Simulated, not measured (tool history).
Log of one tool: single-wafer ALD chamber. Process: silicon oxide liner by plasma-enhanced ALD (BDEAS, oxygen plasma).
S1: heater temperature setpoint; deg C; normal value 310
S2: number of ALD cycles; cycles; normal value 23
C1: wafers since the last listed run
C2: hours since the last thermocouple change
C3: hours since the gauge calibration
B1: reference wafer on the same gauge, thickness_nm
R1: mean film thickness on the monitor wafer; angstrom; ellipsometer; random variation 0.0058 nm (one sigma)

| run | hour | S1 | S2 | C1 | C2 | C3 | B1 | R1 |
|---|---|---|---|---|---|---|---|---|
| 1 | 0 | 310 | 23 | 0 | 1228.8 | 1606.9 | 2 | 23.58 |
| 2 | 38.6 | 310 | 23 | 452 | 1267.4 | 1645.5 | 2 | 23.68 |
|  | 188.8 | thermocouple changed; heater temperature recalibrated |
| 3 | 219.8 | 310 | 22 | 2028 | 31 | 1826.7 | 2 | 22.38 |
| 4 | 371.9 | 310 | 23 | 1781 | 183.1 | 1978.8 | 1.999 | 23.45 |
| 5 | 433.5 | 310 | 23 | 721 | 244.7 | 2040.4 | 2.003 | 23.46 |
| 6 | 530.9 | 310 | 23 | 1140 | 342.1 | 2137.8 | 2.001 | 23.48 |
| 7 | 627.1 | 310 | 23 | 1126 | 438.3 | 2234 | 1.999 | 23.47 |
| 8 | 702.1 | 310 | 23 | 878 | 513.3 | 2309 | 2 | 23.49 |
| 9 | 759.8 | 310 | 23 | 675 | 571 | 2366.7 | 1.999 | 23.57 |
| 10 | 851.3 | 306 | 23 | 1071 | 662.5 | 2458.2 | 2 | 23.64 |
| 11 | 889.6 | 306 | 23 | 448 | 700.8 | 2496.5 | 2.002 | 23.62 |
| 12 | 969.1 | 302 | 23 | 931 | 780.3 | 2576 | 2 | 24.08 |
| 13 | 1066 | 310 | 23 | 1135 | 877.2 | 2672.9 | 1.998 | 23.58 |
| 14 | 1142.5 | 310 | 23 | 896 | 953.7 | 2749.4 | 2.001 | 23.54 |
| 15 | 1193.7 | 310 | 23 | 599 | 1004.9 | 2800.6 | 2.003 | 23.5 |
| 16 | 1322.5 | 307 | 22 | 1508 | 1133.7 | 2929.4 | 2 | 22.75 |
| 17 | 1592.9 | 307 | 22 | 3167 | 1404.1 | 3199.8 | 1.998 | 22.65 |
| 18 | 1684.4 | 307 | 22 | 1071 | 1495.6 | 3291.3 | 1.999 | 22.76 |
| 19 | 1785.9 | 310 | 23 | 1188 | 1597.1 | 3392.8 | 2.001 | 23.5 |
| 20 | 1843.4 | 310 | 23 | 673 | 1654.6 | 3450.3 | 2.001 | 23.57 |
| 21 | 1909.6 | 310 | 23 | 775 | 1720.8 | 3516.5 | 2.001 | 23.64 |
| 22 | 1976.1 | 322 | 22 | 778 | 1787.3 | 3583 | 2.001 | 22.2 |
|  | 2045 | thermocouple changed; heater temperature recalibrated |
| 23 | 2071.5 | 314 | 20 | 1023 | 26.5 | 3678.4 | 1.999 | 20.26 |
| 24 | 2159.8 | 310 | 19 | 1034 | 114.8 | 3766.7 | 2 | 19.37 |
| 25 | 2237 | 310 | 20 | 904 | 192 | 3843.9 | 2.001 | 20.38 |
| 26 | 2311.4 | 310 | 20 | 871 | 266.4 | 3918.3 | 2.001 | 20.45 |
| 27 | 2416.1 | 304 | 19 | 1226 | 371.1 | 4023 | 2.001 | 19.6 |
| 28 | 2476.3 | 321 | 27 | 705 | 431.3 | 4083.2 | 2 | 27.13 |
| 29 | 2528.5 | 296 | 23 | 611 | 483.5 | 4135.4 | 1.998 | 24.37 |
| 30 | 2570.3 | 319 | 23 | 489 | 525.3 | 4177.2 | 1.998 | 23.09 |
| 31 | 2617.9 | 317 | 26 | 557 | 572.9 | 4224.8 | 2.001 | 26.22 |
| 32 | 2702.9 | 310 | 18 | 995 | 657.9 | 4309.8 | 1.999 | 18.41 |
|  | 2735.4 | gauge calibrated |
| 33 | 2795.7 | 301 | 26 | 1086 | 750.7 | 60.3 | 1.998 | 27.21 |
| 34 | 2889.8 | 310 | 23 | 1102 | 844.8 | 154.4 | 1.999 | 23.47 |
| 35 | 2982.7 | 310 | 23 | 1088 | 937.7 | 247.3 | 2 | 23.52 |
| 36 | 3073.5 | 301 | 20 | 1063 | 1028.5 | 338.1 | 2.002 | 20.92 |
| 37 | 3145.6 | 301 | 20 | 844 | 1100.6 | 410.2 | 2.002 | 20.87 |
| 38 | 3210 | 310 | 23 | 754 | 1165 | 474.6 | 1.998 | 23.55 |
| 39 | 3302.4 | 301 | 27 | 1082 | 1257.4 | 567 | 2 | 28.32 |
| 40 | 3579.2 | 310 | 23 | 3242 | 1534.2 | 843.8 | 1.999 | 23.66 |
|  | 3658.9 | thermocouple changed; heater temperature recalibrated |
| 41 | 3678.7 | 323 | 27 | 1071 | 19.8 | 943.3 | 2 | 26.97 |
| 42 | 3862.9 | 298 | 27 | 2157 | 204 | 1127.5 | 2 | 28.16 |

Results per run with the tool's hidden condition removed, run-to-run variation unchanged:
Hidden state at play: wafer temperature above the value expected at the setpoint (K); gauge reads high (%).
| run | R1 |
|---|---|
| 1 | 23.36 |
| 2 | 23.46 |
| 3 | 22.36 |
| 4 | 23.38 |
| 5 | 23.38 |
| 6 | 23.37 |
| 7 | 23.35 |
| 8 | 23.35 |
| 9 | 23.42 |
| 10 | 23.48 |
| 11 | 23.46 |
| 12 | 23.73 |
| 13 | 23.4 |
| 14 | 23.35 |
| 15 | 23.31 |
| 16 | 22.57 |
| 17 | 22.45 |
| 18 | 22.56 |
| 19 | 23.29 |
| 20 | 23.36 |
| 21 | 23.42 |
| 22 | 21.99 |
| 23 | 20.27 |
| 24 | 19.35 |
| 25 | 20.34 |
| 26 | 20.39 |
| 27 | 19.53 |
| 28 | 27.02 |
| 29 | 24.09 |
| 30 | 22.98 |
| 31 | 26.09 |
| 32 | 18.31 |
| 33 | 26.84 |
| 34 | 23.32 |
| 35 | 23.36 |
| 36 | 20.59 |
| 37 | 20.53 |
| 38 | 23.38 |
| 39 | 27.84 |
| 40 | 23.48 |
| 41 | 27 |
| 42 | 28.06 |

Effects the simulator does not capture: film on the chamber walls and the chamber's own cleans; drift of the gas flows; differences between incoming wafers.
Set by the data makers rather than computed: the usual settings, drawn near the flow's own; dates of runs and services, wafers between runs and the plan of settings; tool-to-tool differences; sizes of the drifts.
